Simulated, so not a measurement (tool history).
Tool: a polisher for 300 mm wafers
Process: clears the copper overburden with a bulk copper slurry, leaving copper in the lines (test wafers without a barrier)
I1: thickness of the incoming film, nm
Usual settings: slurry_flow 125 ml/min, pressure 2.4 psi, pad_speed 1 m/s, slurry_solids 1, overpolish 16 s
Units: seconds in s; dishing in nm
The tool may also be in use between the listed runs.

Run 1, hour 0: usual settings; I1 792.5. Result: seconds 106.6 s, dishing 68.8 nm.
Run 2, hour 228.1: usual settings; I1 792.1. Result: seconds 106.7 s, dishing 70.2 nm.
Run 3, hour 265: usual settings; I1 790.1. Result: seconds 112.3 s, dishing 64.2 nm.
At hour 277.3: head pressure recalibrated.
Run 4, hour 328.1: usual settings; I1 782. Result: seconds 108.9 s, dishing 65.5 nm.
At hour 346.5: slurry nozzle cleaned.
At hour 371.8: slurry blender recalibrated.
At hour 384.8: worn pad replaced by a new one.
Run 5, hour 409: usual settings; I1 784.1. Result: seconds 99.8 s, dishing 66.7 nm.
Run 6, hour 586.1: usual settings; I1 791.6. Result: seconds 105.7 s, dishing 66.3 nm.
Run 7, hour 627.3: usual settings but slurry_flow 150 ml/min; I1 786.1. Result: seconds 103.4 s, dishing 72.4 nm.
Run 8, hour 708.6: usual settings but slurry_flow 150 ml/min; I1 785.4. Result: seconds 103.5 s, dishing 68.2 nm.
At hour 758.8: head pressure recalibrated.
Run 9, hour 801.1: usual settings but slurry_flow 150 ml/min; I1 790.7. Result: seconds 109.8 s, dishing 64.2 nm.
At hour 850.9: slurry nozzle cleaned.
At hour 896.9: slurry blender recalibrated.
Run 10, hour 901.2: usual settings; I1 789.8. Result: seconds 102 s, dishing 67.7 nm.
At hour 930.6: worn pad replaced by a new one.
Run 11, hour 1003.3: usual settings; I1 787. Result: seconds 103 s, dishing 68.4 nm.
Run 12, hour 1066.8: usual settings; I1 789.1. Result: seconds 104.9 s, dishing 66.3 nm.
At hour 1289.9: head pressure recalibrated.
At hour 1340.6: slurry blender recalibrated.
At hour 1343: slurry nozzle cleaned.
Run 13, hour 1358.1: usual settings; I1 789.6. Result: seconds 105.4 s, dishing 68.3 nm.
Run 14, hour 1400.5: usual settings; I1 783.2. Result: seconds 103.5 s, dishing 69.8 nm.
Run 15, hour 1445.3: usual settings but slurry_flow 145 ml/min, pressure 3.1 psi, pad_speed 1.36 m/s, slurry_solids 0.8; I1 791.6. Result: seconds 62.9 s, dishing 103.4 nm.
At hour 1489.4: worn pad replaced by a new one.
Run 16, hour 1515.9: usual settings but pad_speed 0.84 m/s; I1 791.4. Result: seconds 123.9 s, dishing 58.3 nm.
Run 17, hour 1588.9: usual settings but slurry_flow 145 ml/min, pressure 2.6 psi, pad_speed 1.26 m/s, slurry_solids 1.3; I1 786.7. Result: seconds 70.9 s, dishing 88.2 nm.
Run 18, hour 1654.2: usual settings but pressure 1.7 psi; I1 790.8. Result: seconds 156.5 s, dishing 50.4 nm.
Run 19, hour 1737.6: usual settings; I1 782.9. Result: seconds 112.7 s, dishing 67 nm.
At hour 1785.9: slurry blender recalibrated.
At hour 1790.9: slurry nozzle cleaned.
Run 20, hour 1801.4: usual settings but slurry_flow 150 ml/min, pad_speed 1.24 m/s; I1 796.2. Result: seconds 83.1 s, dishing 81.3 nm.
Run 21, hour 1869.8: usual settings but slurry_flow 170 ml/min; I1 776.3. Result: seconds 98.9 s, dishing 73.9 nm.
At hour 1886: head pressure recalibrated.
Run 22, hour 1961.8: usual settings but pressure 3 psi, pad_speed 1.34 m/s, slurry_solids 1.3, overpolish 20 s; I1 788. Result: seconds 58.3 s, dishing 114.4 nm.
At hour 2000.5: worn pad replaced by a new one.
Run 23, hour 2001.6: usual settings but pad_speed 0.76 m/s, slurry_solids 0.85; I1 792.2. Result: seconds 148.4 s, dishing 52.7 nm.
Run 24, hour 2044.6: usual settings but pressure 2.2 psi, pad_speed 1.12 m/s, slurry_solids 1.15; I1 793.2. Result: seconds 97 s, dishing 71.5 nm.
Run 25, hour 2151.5: usual settings but slurry_flow 145 ml/min, pressure 2.6 psi, pad_speed 1.26 m/s, slurry_solids 1.3; I1 786.3. Result: seconds 73 s, dishing 87.4 nm.
Run 26, hour 2237.9: usual settings but pad_speed 0.7 m/s, slurry_solids 0.75; I1 786. Result: seconds 174.5 s, dishing 46.8 nm.
At hour 2272.2: slurry blender recalibrated.
At hour 2283.4: slurry nozzle cleaned.
Run 27, hour 2306.8: usual settings but pad_speed 0.7 m/s, slurry_solids 0.75; I1 793.8. Result: seconds 162.8 s, dishing 47.9 nm.
Run 28, hour 2370.7: usual settings; I1 782.1. Result: seconds 103 s, dishing 66 nm.
At hour 2456.6: head pressure recalibrated.
Run 29, hour 2470.6: usual settings but pad_speed 1.2 m/s, slurry_solids 1.15; I1 800.5. Result: seconds 87.5 s, dishing 80.1 nm.

3 ways to go on from here, each from the tool as it stands after run 29. What would each give?
Run A, hour 2471.1: usual settings; I1 788.8. Result: seconds ?, dishing ?.
Run B, hour 2471.1: usual settings but slurry_flow 155 ml/min, pressure 2.9 psi, pad_speed 1.24 m/s, overpolish 21 s; I1 788.8. Result: seconds ?, dishing ?.
Run C, hour 2471.1: usual settings but pad_speed 0.9 m/s; I1 788.8. Result: seconds ?, dishing ?.

run  seconds  dishing
  A    108.6     67.4
  B     70.2    108.1
  C    120.6     62.4
Without the tool's hidden state the same runs would have given:
run  seconds  dishing
  A      106     68.6
  B     68.6    109.5
  C    117.7     63.5
